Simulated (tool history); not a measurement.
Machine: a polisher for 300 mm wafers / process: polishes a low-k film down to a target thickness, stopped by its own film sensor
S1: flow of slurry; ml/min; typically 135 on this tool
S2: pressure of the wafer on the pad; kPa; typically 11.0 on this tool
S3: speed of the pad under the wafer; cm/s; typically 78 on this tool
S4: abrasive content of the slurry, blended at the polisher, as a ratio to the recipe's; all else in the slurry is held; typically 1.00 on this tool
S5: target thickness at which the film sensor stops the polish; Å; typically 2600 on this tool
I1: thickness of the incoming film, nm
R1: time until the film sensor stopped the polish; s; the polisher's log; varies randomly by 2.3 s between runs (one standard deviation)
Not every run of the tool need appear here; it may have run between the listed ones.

run   hour   S1    S2  S3    S4    S5     I1     R1
  1    0.0  135  11.0  78  1.00  2600  300.3  163.1
      43.3  -- slurry blender recalibrated
      63.1  -- slurry nozzle cleaned
  2   63.6  135  11.0  78  1.00  2600  298.1  140.6
  3  113.3  135  11.0  78  1.00  2600  302.3  154.9
     134.6  -- conditioning disc replaced and pad reconditioned
     172.1  -- head pressure recalibrated
  4  184.2  135  11.0  78  1.00  2600  300.9  151.7
     202.5  -- worn pad replaced by a new one
  5  219.6  135  12.4  78  1.00  2600  298.5  123.9
  6  282.7  135  12.4  78  1.00  2600  294.4  117.9
     337.0  -- conditioning disc replaced and pad reconditioned
     342.7  -- slurry nozzle cleaned
  7  353.6  135  11.0  78  0.80  2600  300.2  181.7
  8  384.2  135  11.0  78  0.80  2600  296.4  170.0
     392.8  -- worn pad replaced by a new one
  9  438.7  120  11.0  62  1.00  2600  300.6  196.8
     467.8  -- slurry blender recalibrated
 10  520.2  120  11.0  62  1.00  2600  304.9  199.2
     561.2  -- conditioning disc replaced and pad reconditioned
 11  561.7  135  11.0  98  1.20  2600  300.6  109.8

Predict the results of run 12:
     573.6  -- worn pad replaced by a new one
 12  592.2  135  11.0  94  0.85  2600  294.6   ?

R1: 123.3 s
Minus the tool's unlogged condition, the same run would have read R1 118.8 s.
